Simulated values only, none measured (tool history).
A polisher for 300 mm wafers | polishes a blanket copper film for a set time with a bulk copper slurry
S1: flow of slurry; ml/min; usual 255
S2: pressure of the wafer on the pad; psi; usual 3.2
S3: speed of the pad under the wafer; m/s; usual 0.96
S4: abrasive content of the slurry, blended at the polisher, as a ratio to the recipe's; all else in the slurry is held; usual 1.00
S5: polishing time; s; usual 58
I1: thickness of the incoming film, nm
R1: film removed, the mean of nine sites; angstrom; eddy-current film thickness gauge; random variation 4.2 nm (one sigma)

{"run": 1, "hour": 0.0, "S1": 215, "S2": 2.8, "S3": 0.96, "S4": 1.0, "S5": 58, "I1": 4452.4, "R1": 5050}
{"hour": 33.9, "done": "head pressure recalibrated"}
{"run": 2, "hour": 62.4, "S1": 215, "S2": 2.8, "S3": 0.96, "S4": 1.0, "S5": 58, "I1": 4505.8, "R1": 5409}
{"run": 3, "hour": 113.5, "S1": 190, "S2": 3.2, "S3": 1.04, "S4": 1.0, "S5": 58, "I1": 4432.3, "R1": 6418}
{"run": 4, "hour": 181.5, "S1": 190, "S2": 3.2, "S3": 1.04, "S4": 1.0, "S5": 58, "I1": 4543.0, "R1": 6263}
{"run": 5, "hour": 230.3, "S1": 255, "S2": 3.2, "S3": 0.96, "S4": 1.0, "S5": 58, "I1": 4368.9, "R1": 5871}
{"hour": 272.1, "done": "worn pad replaced by a new one"}
{"run": 6, "hour": 301.7, "S1": 255, "S2": 3.2, "S3": 0.96, "S4": 1.0, "S5": 58, "I1": 4505.4, "R1": 6103}
{"hour": 311.4, "done": "slurry blender recalibrated"}
{"run": 7, "hour": 339.1, "S1": 255, "S2": 3.2, "S3": 0.96, "S4": 1.0, "S5": 58, "I1": 4413.2, "R1": 5935}
{"run": 8, "hour": 407.7, "S1": 255, "S2": 3.2, "S3": 0.96, "S4": 1.0, "S5": 68, "I1": 4487.5, "R1": 7071}
{"run": 9, "hour": 442.2, "S1": 255, "S2": 3.2, "S3": 0.96, "S4": 1.0, "S5": 68, "I1": 4406.2, "R1": 6963}
{"run": 10, "hour": 474.7, "S1": 255, "S2": 3.2, "S3": 0.96, "S4": 1.0, "S5": 58, "I1": 4395.4, "R1": 5920}
{"run": 11, "hour": 516.2, "S1": 255, "S2": 3.2, "S3": 0.96, "S4": 1.0, "S5": 58, "I1": 4408.2, "R1": 5846}
{"run": 12, "hour": 560.7, "S1": 310, "S2": 3.2, "S3": 0.96, "S4": 0.8, "S5": 58, "I1": 4415.2, "R1": 5659}
{"hour": 586.9, "done": "head pressure recalibrated"}
{"run": 13, "hour": 599.4, "S1": 295, "S2": 3.8, "S3": 0.96, "S4": 0.75, "S5": 39, "I1": 4422.9, "R1": 4793}
{"run": 14, "hour": 628.5, "S1": 255, "S2": 3.2, "S3": 0.96, "S4": 1.0, "S5": 58, "I1": 4484.6, "R1": 6141}
{"hour": 671.0, "done": "slurry nozzle cleaned"}
{"run": 15, "hour": 692.3, "S1": 255, "S2": 2.6, "S3": 0.96, "S4": 1.0, "S5": 64, "I1": 4538.4, "R1": 5364}
{"hour": 721.7, "done": "worn pad replaced by a new one"}
{"run": 16, "hour": 736.9, "S1": 255, "S2": 3.2, "S3": 1.3, "S4": 1.25, "S5": 58, "I1": 4477.9, "R1": 8755}
{"hour": 747.4, "done": "slurry blender recalibrated"}
{"run": 17, "hour": 801.1, "S1": 255, "S2": 3.2, "S3": 0.96, "S4": 1.0, "S5": 58, "I1": 4486.9, "R1": 6220}
{"run": 18, "hour": 829.9, "S1": 255, "S2": 3.2, "S3": 0.96, "S4": 1.0, "S5": 58, "I1": 4431.0, "R1": 6163}
{"run": 19, "hour": 886.6, "S1": 280, "S2": 3.8, "S3": 0.86, "S4": 1.0, "S5": 58, "I1": 4437.9, "R1": 6510}
{"run": 20, "hour": 935.4, "S1": 255, "S2": 3.2, "S3": 1.16, "S4": 1.0, "S5": 58, "I1": 4395.8, "R1": 7242}
{"run": 21, "hour": 1058.0, "S1": 255, "S2": 2.4, "S3": 1.28, "S4": 1.0, "S5": 46, "I1": 4407.2, "R1": 4608}
{"run": 22, "hour": 1091.6, "S1": 320, "S2": 2.3, "S3": 0.86, "S4": 1.0, "S5": 42, "I1": 4504.9, "R1": 2729}
{"hour": 1099.0, "done": "slurry blender recalibrated"}
{"hour": 1107.7, "done": "head pressure recalibrated"}
{"run": 23, "hour": 1141.5, "S1": 255, "S2": 2.3, "S3": 0.96, "S4": 1.15, "S5": 58, "I1": 4468.6, "R1": 4433}
{"hour": 1150.2, "done": "worn pad replaced by a new one"}
{"run": 24, "hour": 1205.6, "S1": 255, "S2": 3.9, "S3": 0.96, "S4": 1.0, "S5": 58, "I1": 4525.1, "R1": 7532}
{"run": 25, "hour": 1237.1, "S1": 190, "S2": 2.6, "S3": 1.22, "S4": 1.0, "S5": 58, "I1": 4514.3, "R1": 6115}
{"run": 26, "hour": 1302.8, "S1": 305, "S2": 3.2, "S3": 1.2, "S4": 1.15, "S5": 58, "I1": 4465.3, "R1": 7921}
{"run": 27, "hour": 1341.0, "S1": 255, "S2": 3.2, "S3": 0.96, "S4": 1.0, "S5": 58, "I1": 4496.2, "R1": 5928}
{"hour": 1366.9, "done": "slurry nozzle cleaned"}
{"run": 28, "hour": 1401.9, "S1": 255, "S2": 3.8, "S3": 0.88, "S4": 1.0, "S5": 58, "I1": 4509.6, "R1": 6500}
{"run": 29, "hour": 1514.9, "S1": 255, "S2": 3.2, "S3": 0.96, "S4": 1.0, "S5": 58, "I1": 4479.0, "R1": 5753}

Hidden state or all else? Some run-to-run changes of R1, split into what the settings, what came in and random variation would give without the hidden state, and what is left for the hidden state (with any gauge scatter that isn't in both results):
The hidden state here: removal rate lost through wear of the pad, %; slurry flow missing at the pad, %; deviation of the head's pressure from its setpoint, %; abrasive missing from the slurry, %.
Run 1 -> 2: head pressure recalibrated. R1 +359 angstrom: hidden state +324, all else +35.
Run 12 -> 13: S1 310 -> 295, S2 3.2 -> 3.8, S4 0.80 -> 0.75, S5 58 -> 39, head pressure recalibrated. R1 -866 angstrom: hidden state +469, all else -1335.
Run 15 -> 16: S2 2.6 -> 3.2, S3 0.96 -> 1.30, S4 1.00 -> 1.25, S5 64 -> 58, worn pad replaced by a new one. R1 +3391 angstrom: hidden state +156, all else +3235.
Run 23 -> 24: S2 2.3 -> 3.9, S4 1.15 -> 1.00, worn pad replaced by a new one. R1 +3099 angstrom: hidden state +31, all else +3068.

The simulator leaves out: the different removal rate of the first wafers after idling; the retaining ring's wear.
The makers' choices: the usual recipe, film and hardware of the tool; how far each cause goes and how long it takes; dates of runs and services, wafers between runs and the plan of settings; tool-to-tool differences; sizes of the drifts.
